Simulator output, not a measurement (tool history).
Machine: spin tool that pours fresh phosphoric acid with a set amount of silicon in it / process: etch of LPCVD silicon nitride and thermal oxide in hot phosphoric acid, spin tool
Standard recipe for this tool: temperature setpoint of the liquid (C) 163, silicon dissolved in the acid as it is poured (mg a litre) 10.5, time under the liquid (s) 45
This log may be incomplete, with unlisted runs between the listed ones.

| run | hour | temperature setpoint of the liquid (C) | silicon dissolved in the acid as it is poured (mg a litre) | time under the liquid (s) | wafers since the last listed run | hours since the thermometer was replaced | hours since the dissolved silicon flow meter was replaced | hours since the heated supply line was repaired | hours since the gauge calibration | read-back film thickness of the LPCVD silicon nitride reference wafer, read on the same gauge (nm) | thickness taken off the LPCVD silicon nitride on a monitor wafer (angstrom) |
|---|---|---|---|---|---|---|---|---|---|---|---|
| 1 | 0 | 163 | 10.5 | 45 | 0 | 638.8 | 1530.8 | 3679.9 | 338.8 | 70.018 | 42.3 |
| 2 | 12.8 | 163 | 10.5 | 45 | 213 | 651.6 | 1543.6 | 3692.7 | 351.6 | 70.026 | 41.5 |
| 3 | 28.2 | 163 | 10.5 | 45 | 256 | 667 | 1559 | 3708.1 | 367 | 70.012 | 41.4 |
|  | 45.5 | gauge calibrated |
| 4 | 53.4 | 161 | 10.5 | 45 | 419 | 692.2 | 1584.2 | 3733.3 | 7.9 | 70.004 | 38.98 |
| 5 | 76.7 | 161 | 10.5 | 45 | 388 | 715.5 | 1607.5 | 3756.6 | 31.2 | 69.978 | 38.82 |
| 6 | 93.4 | 161 | 10.5 | 45 | 278 | 732.2 | 1624.2 | 3773.3 | 47.9 | 69.987 | 38.72 |
| 7 | 126 | 163 | 10.5 | 45 | 542 | 764.8 | 1656.8 | 3805.9 | 80.5 | 70.013 | 41.26 |
| 8 | 141 | 163 | 10.5 | 45 | 249 | 779.8 | 1671.8 | 3820.9 | 95.5 | 69.992 | 41.34 |
| 9 | 173.3 | 163 | 10.5 | 65 | 537 | 812.1 | 1704.1 | 3853.2 | 127.8 | 69.994 | 60.28 |
| 10 | 185.7 | 163 | 10.5 | 65 | 206 | 824.5 | 1716.5 | 3865.6 | 140.2 | 70.006 | 60.03 |
|  | 197.6 | dissolved silicon flow meter replaced |
| 11 | 203.6 | 164.5 | 13.5 | 45 | 281 | 842.4 | 6 | 3883.5 | 158.1 | 70.014 | 43.3 |
| 12 | 225 | 163 | 14.5 | 45 | 356 | 863.8 | 27.4 | 3904.9 | 179.5 | 69.97 | 41.15 |
| 13 | 252.1 | 164 | 3.5 | 70 | 451 | 890.9 | 54.5 | 3932 | 206.6 | 69.971 | 66.36 |
| 14 | 279.8 | 163 | 10.5 | 45 | 461 | 918.6 | 82.2 | 3959.7 | 234.3 | 69.989 | 41.37 |
|  | 308.9 | thermometer replaced |
| 15 | 309.4 | 163 | 5 | 35 | 476 | 0.5 | 111.8 | 3989.3 | 263.9 | 69.991 | 30.54 |
|  | 317.9 | heated supply line repaired |
| 16 | 339.1 | 162 | 2.5 | 60 | 477 | 30.2 | 141.5 | 21.2 | 293.6 | 70.002 | 51.1 |
| 17 | 359.4 | 163 | 10.5 | 45 | 338 | 50.5 | 161.8 | 41.5 | 313.9 | 70.003 | 39.57 |
| 18 | 372.1 | 165 | 18.5 | 45 | 211 | 63.2 | 174.5 | 54.2 | 326.6 | 69.994 | 41.89 |
|  | 393.3 | gauge calibrated |
|  | 395.8 | thermometer replaced, repeated, since the last time left the tool worse |
| 19 | 401.2 | 161 | 8.5 | 45 | 467 | 5.4 | 203.6 | 83.3 | 7.9 | 70.018 | 40.8 |
| 20 | 418.5 | 163 | 10.5 | 45 | 288 | 22.7 | 220.9 | 100.6 | 25.2 | 69.995 | 43.48 |
| 21 | 505.7 | 165 | 10.5 | 35 | 1452 | 109.9 | 308.1 | 187.8 | 112.4 | 70.003 | 36.25 |

Run by run, hidden condition taken away, random variation retained:
Unlogged tool condition in this case: liquid colder than its thermometer reads (K); dissolved silicon flow below the setpoint (%); temperature lost on the way to the wafer (K); gauge reads high (%).
| run | thickness taken off the LPCVD silicon nitride on a monitor wafer (angstrom) |
|---|---|
| 1 | 44.14 |
| 2 | 43.33 |
| 3 | 43.28 |
| 4 | 40.81 |
| 5 | 40.7 |
| 6 | 40.64 |
| 7 | 43.35 |
| 8 | 43.48 |
| 9 | 63.54 |
| 10 | 63.31 |
| 11 | 45.69 |
| 12 | 43.49 |
| 13 | 70.22 |
| 14 | 43.86 |
| 15 | 33.88 |
| 16 | 56.81 |
| 17 | 44.02 |
| 18 | 46.58 |
| 19 | 40.89 |
| 20 | 43.63 |
| 21 | 36.55 |
